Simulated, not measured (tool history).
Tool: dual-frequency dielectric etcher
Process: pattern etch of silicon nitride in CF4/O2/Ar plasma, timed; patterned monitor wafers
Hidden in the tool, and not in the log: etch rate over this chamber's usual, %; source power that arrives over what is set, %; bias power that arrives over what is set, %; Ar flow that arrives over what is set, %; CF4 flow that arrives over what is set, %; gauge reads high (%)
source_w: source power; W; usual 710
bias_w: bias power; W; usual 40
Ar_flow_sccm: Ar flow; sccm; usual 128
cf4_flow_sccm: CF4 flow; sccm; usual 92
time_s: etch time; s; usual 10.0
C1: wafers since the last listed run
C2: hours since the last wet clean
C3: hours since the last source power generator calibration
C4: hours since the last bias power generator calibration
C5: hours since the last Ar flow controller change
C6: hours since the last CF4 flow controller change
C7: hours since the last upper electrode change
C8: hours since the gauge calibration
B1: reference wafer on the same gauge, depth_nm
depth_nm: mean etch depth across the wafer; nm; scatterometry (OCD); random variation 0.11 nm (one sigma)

{"run": 1, "hour": 0.0, "source_w": 710, "bias_w": 35, "Ar_flow_sccm": 128, "cf4_flow_sccm": 92, "time_s": 10.0, "C1": 0, "C2": 584.2, "C3": 4266.0, "C4": 3406.0, "C5": 1567.7, "C6": 2971.4, "C7": 2209.0, "C8": 33.9, "B1": 21.7, "depth_nm": 22.02}
{"run": 2, "hour": 15.3, "source_w": 710, "bias_w": 35, "Ar_flow_sccm": 128, "cf4_flow_sccm": 92, "time_s": 10.0, "C1": 320, "C2": 599.5, "C3": 4281.3, "C4": 3421.3, "C5": 1583.0, "C6": 2986.7, "C7": 2224.3, "C8": 49.2, "B1": 21.7, "depth_nm": 22.29}
{"hour": 46.2, "done": "upper electrode replaced"}
{"run": 3, "hour": 46.7, "source_w": 710, "bias_w": 47, "Ar_flow_sccm": 128, "cf4_flow_sccm": 92, "time_s": 8.0, "C1": 154, "C2": 630.9, "C3": 4312.7, "C4": 3452.7, "C5": 1614.4, "C6": 3018.1, "C7": 0.5, "C8": 80.6, "B1": 21.69, "depth_nm": 20.73}
{"run": 4, "hour": 47.1, "source_w": 710, "bias_w": 40, "Ar_flow_sccm": 153, "cf4_flow_sccm": 92, "time_s": 10.0, "C1": 8, "C2": 631.3, "C3": 4313.1, "C4": 3453.1, "C5": 1614.8, "C6": 3018.5, "C7": 0.9, "C8": 81.0, "B1": 21.7, "depth_nm": 23.02}
{"hour": 51.5, "done": "source power generator calibrated"}
{"run": 5, "hour": 54.2, "source_w": 710, "bias_w": 40, "Ar_flow_sccm": 128, "cf4_flow_sccm": 102, "time_s": 10.0, "C1": 64, "C2": 638.4, "C3": 2.7, "C4": 3460.2, "C5": 1621.9, "C6": 3025.6, "C7": 8.0, "C8": 88.1, "B1": 21.7, "depth_nm": 24.47}
{"run": 6, "hour": 71.2, "source_w": 710, "bias_w": 40, "Ar_flow_sccm": 128, "cf4_flow_sccm": 102, "time_s": 10.0, "C1": 355, "C2": 655.4, "C3": 19.7, "C4": 3477.2, "C5": 1638.9, "C6": 3042.6, "C7": 25.0, "C8": 105.1, "B1": 21.7, "depth_nm": 24.44}
{"run": 7, "hour": 81.0, "source_w": 710, "bias_w": 40, "Ar_flow_sccm": 128, "cf4_flow_sccm": 102, "time_s": 10.0, "C1": 205, "C2": 665.2, "C3": 29.5, "C4": 3487.0, "C5": 1648.7, "C6": 3052.4, "C7": 34.8, "C8": 114.9, "B1": 21.68, "depth_nm": 24.43}
{"hour": 105.0, "done": "wet clean of the chamber"}
{"run": 8, "hour": 105.5, "source_w": 710, "bias_w": 40, "Ar_flow_sccm": 128, "cf4_flow_sccm": 92, "time_s": 10.0, "C1": 10, "C2": 0.5, "C3": 54.0, "C4": 3511.5, "C5": 1673.2, "C6": 3076.9, "C7": 59.3, "C8": 139.4, "B1": 21.7, "depth_nm": 21.37}
{"run": 9, "hour": 105.9, "source_w": 710, "bias_w": 40, "Ar_flow_sccm": 128, "cf4_flow_sccm": 92, "time_s": 10.0, "C1": 8, "C2": 0.9, "C3": 54.4, "C4": 3511.9, "C5": 1673.6, "C6": 3077.3, "C7": 59.7, "C8": 139.8, "B1": 21.69, "depth_nm": 21.26}
{"hour": 114.5, "done": "Ar flow controller replaced"}
{"run": 10, "hour": 119.6, "source_w": 710, "bias_w": 40, "Ar_flow_sccm": 128, "cf4_flow_sccm": 92, "time_s": 10.0, "C1": 161, "C2": 14.6, "C3": 68.1, "C4": 3525.6, "C5": 5.1, "C6": 3091.0, "C7": 73.4, "C8": 153.5, "B1": 21.71, "depth_nm": 21.25}
{"hour": 135.9, "done": "gauge calibrated"}
{"hour": 142.5, "done": "bias power generator calibrated"}
{"hour": 147.5, "done": "wet clean of the chamber, repeated, since the last time left the tool worse"}
{"run": 11, "hour": 148.0, "source_w": 860, "bias_w": 49, "Ar_flow_sccm": 141, "cf4_flow_sccm": 92, "time_s": 10.0, "C1": 405, "C2": 0.5, "C3": 96.5, "C4": 5.5, "C5": 33.5, "C6": 3119.4, "C7": 101.8, "C8": 12.1, "B1": 21.71, "depth_nm": 30.3}
{"run": 12, "hour": 148.3, "source_w": 710, "bias_w": 36, "Ar_flow_sccm": 128, "cf4_flow_sccm": 70, "time_s": 10.0, "C1": 6, "C2": 0.8, "C3": 96.8, "C4": 5.8, "C5": 33.8, "C6": 3119.7, "C7": 102.1, "C8": 12.4, "B1": 21.7, "depth_nm": 19.76}
{"hour": 163.3, "done": "CF4 flow controller replaced"}
{"run": 13, "hour": 163.8, "source_w": 710, "bias_w": 40, "Ar_flow_sccm": 128, "cf4_flow_sccm": 102, "time_s": 10.0, "C1": 198, "C2": 16.3, "C3": 112.3, "C4": 21.3, "C5": 49.3, "C6": 0.5, "C7": 117.6, "C8": 27.9, "B1": 21.69, "depth_nm": 23.17}
{"run": 14, "hour": 166.6, "source_w": 710, "bias_w": 40, "Ar_flow_sccm": 112, "cf4_flow_sccm": 103, "time_s": 10.0, "C1": 58, "C2": 19.1, "C3": 115.1, "C4": 24.1, "C5": 52.1, "C6": 3.3, "C7": 120.4, "C8": 30.7, "B1": 21.69, "depth_nm": 23.9}
{"run": 15, "hour": 180.2, "source_w": 780, "bias_w": 32, "Ar_flow_sccm": 128, "cf4_flow_sccm": 92, "time_s": 7.5, "C1": 284, "C2": 32.7, "C3": 128.7, "C4": 37.7, "C5": 65.7, "C6": 16.9, "C7": 134.0, "C8": 44.3, "B1": 21.69, "depth_nm": 16.7}
{"run": 16, "hour": 191.7, "source_w": 580, "bias_w": 37, "Ar_flow_sccm": 128, "cf4_flow_sccm": 101, "time_s": 7.5, "C1": 240, "C2": 44.2, "C3": 140.2, "C4": 49.2, "C5": 77.2, "C6": 28.4, "C7": 145.5, "C8": 55.8, "B1": 21.72, "depth_nm": 13.4}
{"run": 17, "hour": 200.7, "source_w": 710, "bias_w": 49, "Ar_flow_sccm": 96, "cf4_flow_sccm": 92, "time_s": 10.0, "C1": 188, "C2": 53.2, "C3": 149.2, "C4": 58.2, "C5": 86.2, "C6": 37.4, "C7": 154.5, "C8": 64.8, "B1": 21.73, "depth_nm": 26.39}
{"run": 18, "hour": 218.3, "source_w": 710, "bias_w": 40, "Ar_flow_sccm": 128, "cf4_flow_sccm": 92, "time_s": 10.0, "C1": 368, "C2": 70.8, "C3": 166.8, "C4": 75.8, "C5": 103.8, "C6": 55.0, "C7": 172.1, "C8": 82.4, "B1": 21.73, "depth_nm": 22.8}
{"run": 19, "hour": 226.9, "source_w": 540, "bias_w": 48, "Ar_flow_sccm": 128, "cf4_flow_sccm": 77, "time_s": 8.5, "C1": 180, "C2": 79.4, "C3": 175.4, "C4": 84.4, "C5": 112.4, "C6": 63.6, "C7": 180.7, "C8": 91.0, "B1": 21.69, "depth_nm": 15.21}
{"run": 20, "hour": 242.5, "source_w": 710, "bias_w": 40, "Ar_flow_sccm": 149, "cf4_flow_sccm": 92, "time_s": 10.0, "C1": 326, "C2": 95.0, "C3": 191.0, "C4": 100.0, "C5": 128.0, "C6": 79.2, "C7": 196.3, "C8": 106.6, "B1": 21.69, "depth_nm": 22.36}

Forecast each of these 5 alternatives for the next run:
{"run": "A", "hour": 242.9, "source_w": 710, "bias_w": 40, "Ar_flow_sccm": 128, "cf4_flow_sccm": 92, "time_s": 8.5, "C1": 8, "C2": 95.4, "C3": 191.4, "C4": 100.4, "C5": 128.4, "C6": 79.6, "C7": 196.7, "C8": 107.0, "B1": "?", "depth_nm": "?"}
{"run": "B", "hour": 242.9, "source_w": 710, "bias_w": 40, "Ar_flow_sccm": 128, "cf4_flow_sccm": 77, "time_s": 10.0, "C1": 8, "C2": 95.4, "C3": 191.4, "C4": 100.4, "C5": 128.4, "C6": 79.6, "C7": 196.7, "C8": 107.0, "B1": "?", "depth_nm": "?"}
{"run": "C", "hour": 242.9, "source_w": 710, "bias_w": 40, "Ar_flow_sccm": 128, "cf4_flow_sccm": 69, "time_s": 10.0, "C1": 8, "C2": 95.4, "C3": 191.4, "C4": 100.4, "C5": 128.4, "C6": 79.6, "C7": 196.7, "C8": 107.0, "B1": "?", "depth_nm": "?"}
{"run": "D", "hour": 242.9, "source_w": 650, "bias_w": 46, "Ar_flow_sccm": 159, "cf4_flow_sccm": 71, "time_s": 10.0, "C1": 8, "C2": 95.4, "C3": 191.4, "C4": 100.4, "C5": 128.4, "C6": 79.6, "C7": 196.7, "C8": 107.0, "B1": "?", "depth_nm": "?"}
{"run": "E", "hour": 242.9, "source_w": 710, "bias_w": 34, "Ar_flow_sccm": 100, "cf4_flow_sccm": 103, "time_s": 7.5, "C1": 8, "C2": 95.4, "C3": 191.4, "C4": 100.4, "C5": 128.4, "C6": 79.6, "C7": 196.7, "C8": 107.0, "B1": "?", "depth_nm": "?"}

run=A B1=21.71 depth_nm=19.47
run=B B1=21.71 depth_nm=21.82
run=C B1=21.71 depth_nm=21.06
run=D B1=21.71 depth_nm=20.10
run=E B1=21.71 depth_nm=17.02
Without the tool's hidden state the same runs would have given:
run=A depth_nm=19.46
run=B depth_nm=21.81
run=C depth_nm=21.05
run=D depth_nm=20.09
run=E depth_nm=17.01
